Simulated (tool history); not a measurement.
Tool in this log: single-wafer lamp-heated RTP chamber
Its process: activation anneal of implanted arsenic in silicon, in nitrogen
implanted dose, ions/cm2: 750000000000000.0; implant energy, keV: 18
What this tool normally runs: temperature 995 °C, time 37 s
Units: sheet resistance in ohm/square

run	hour	temperature	time	read-back reference wafer on the same gauge, sheet resistance	sheet resistance
1	0.0	1010	50	139.99	159.16
2	10.7	995	46	139.98	164.09
3	41.9	995	46	140.05	164.29
4	51.6	995	46	139.95	163.96
5	59.8	1003	22	139.99	169.21
6	75.7	1003	22	140.03	169.50
# hour 85.3: gauge calibrated
# hour 101.0: pyrometer window cleaned and pyrometer calibrated
7	124.7	1003	22	140.08	171.75
# hour 145.3: reflector plate cleaned
8	145.8	1007	51	140.14	161.33
9	152.3	978	37	139.98	173.61
10	160.3	995	37	139.97	169.30
11	170.4	995	58	139.98	162.17
12	177.4	970	37	140.10	175.76
13	188.5	985	26	139.89	173.65
14	197.5	1018	57	140.08	156.03

Here are 5 independent what-if runs from the current tool condition. What would each one return?
A	197.9	995	37	?	?
B	197.9	975	57	?	?
C	197.9	1013	31	?	?
D	197.9	974	23	?	?
E	197.9	983	48	?	?

run	read-back reference wafer on the same gauge, sheet resistance	sheet resistance
A	140.07	168.38
B	140.07	169.68
C	140.07	165.10
D	140.07	179.92
E	140.07	169.12
Take away the tool's hidden state, keep each run's random variation, and the runs would have read:
run	sheet resistance
A	168.93
B	170.30
C	165.60
D	180.45
E	169.71
